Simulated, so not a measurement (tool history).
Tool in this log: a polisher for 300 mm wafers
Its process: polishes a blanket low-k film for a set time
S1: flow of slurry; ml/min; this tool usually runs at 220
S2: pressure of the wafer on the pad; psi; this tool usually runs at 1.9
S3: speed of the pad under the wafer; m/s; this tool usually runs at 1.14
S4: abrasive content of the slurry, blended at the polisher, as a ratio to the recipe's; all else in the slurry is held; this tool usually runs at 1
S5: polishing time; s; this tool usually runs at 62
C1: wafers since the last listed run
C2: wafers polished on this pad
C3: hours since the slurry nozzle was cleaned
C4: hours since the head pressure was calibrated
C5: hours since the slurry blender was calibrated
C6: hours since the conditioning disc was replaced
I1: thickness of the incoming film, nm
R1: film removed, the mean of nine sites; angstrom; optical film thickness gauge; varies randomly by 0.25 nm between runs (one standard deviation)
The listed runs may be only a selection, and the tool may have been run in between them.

run   hour   S1   S2    S3    S4  S5   C1    C2     C3      C4     C5     C6     I1   R1
  1      0  220  1.9  1.14     1  62    0   853  313.1  1066.6   66.8   90.2  727.4  229
      57.6  -- head pressure recalibrated
  2   84.3  220  1.9  1.14     1  62  796  1649  397.4    26.7  151.1  174.5  719.3  218
      91.9  -- worn pad replaced by a new one
     103.8  -- conditioning disc replaced and pad reconditioned
  3  117.2  220  1.9  1.14     1  62  260   225  430.3    59.6    184   13.4  721.1  222
     119.3  -- slurry nozzle cleaned
  4  145.7  220  1.9  1.14     1  62  266   491   26.4    88.1  212.5   41.9  726.3  239
  5  162.3  220  2.1  1.14     1  45  160   652     43   104.7  229.1   58.5  727.1  190
  6  180.4  220  2.6  1.14     1  69  175   827   61.1   122.8  247.2   76.6  717.2  336
  7  206.2  220  1.9  1.14     1  62  249  1077   86.9   148.6    273  102.4  723.8  236
  8  258.1  220  1.9  1.14     1  62  502  1579  138.8   200.5  324.9  154.3  718.3  229
     269.3  -- worn pad replaced by a new one
  9  286.4  220  1.9  1.14     1  62  235   165  167.1   228.8  353.2  182.6  714.7  239
     289.8  -- conditioning disc replaced and pad reconditioned
 10  309.3  220  1.7  1.48     1  62  202   367    190   251.7  376.1   19.5  729.2  262
 11  331.9  220  1.9  1.14     1  62  218   586  212.6   274.3  398.7   42.1  712.9  234
 12  361.3  270  1.9  1.14     1  74  284   870    242   303.7  428.1   71.5  713.8  286
     368.1  -- slurry blender recalibrated
 13  373.7  285  1.3  1.48     1  62  100   971  254.4   316.1    5.6   83.9  710.7  210
 14  387.4  220  1.9  0.94   1.3  62  132  1103  268.1   329.8   19.3   97.6  720.9  220
 15  402.9  250  1.9  1.32   0.7  53  149  1253  283.6   345.3   34.8  113.1  711.1  194
 16  421.6  220  1.9  1.54     1  62  180  1434  302.3     364   53.5  131.8  728.3  276
 17  449.6  275  1.6   1.5     1  42  270  1705  330.3     392   81.5  159.8  717.4  164
     470.6  -- conditioning disc replaced and pad reconditioned
 18    482  170  2.3  1.14   1.1  77  294  1999  362.7   424.4  113.9   11.4  717.7  307
     500.6  -- worn pad replaced by a new one
     511.7  -- slurry nozzle cleaned
 19  517.5  170  1.7  1.14     1  62  295   154    5.8   459.9  149.4   46.9  724.7  216
 20  533.7  220  1.9  1.14     1  62  156   310     22   476.1  165.6   63.1  723.7  243
 21  567.5  220  1.9  0.88   0.7  62  327   638   55.8   509.9  199.4   96.9    734  177
 22  580.7  220  1.7  1.48     1  62  127   765     69   523.1  212.6  110.1  717.1  261
 23  600.1  220  1.9  1.46  1.25  72  187   953   88.4   542.5    232  129.5    714  348
 24  615.9  220  1.9  1.14     1  62  152  1106  104.2   558.3  247.8  145.3  718.8  235
 25  645.3  220  1.9  1.14     1  62  284  1390  133.6   587.7  277.2  174.7  715.6  230

The same runs without the tool's hidden state, with the same run-to-run variation:
The hidden state here: removal rate lost through wear of the pad, %; slurry flow missing at the pad, %; deviation of the head's pressure from its setpoint, %; abrasive missing from the slurry, %; time polished since the conditioner stopped cutting, s.
run   R1
  1  249
  2  249
  3  251
  4  248
  5  199
  6  352
  7  249
  8  244
  9  247
 10  274
 11  248
 12  305
 13  225
 14  239
 15  210
 16  303
 17  181
 18  354
 19  220
 20  249
 21  184
 22  273
 23  365
 24  248
 25  244
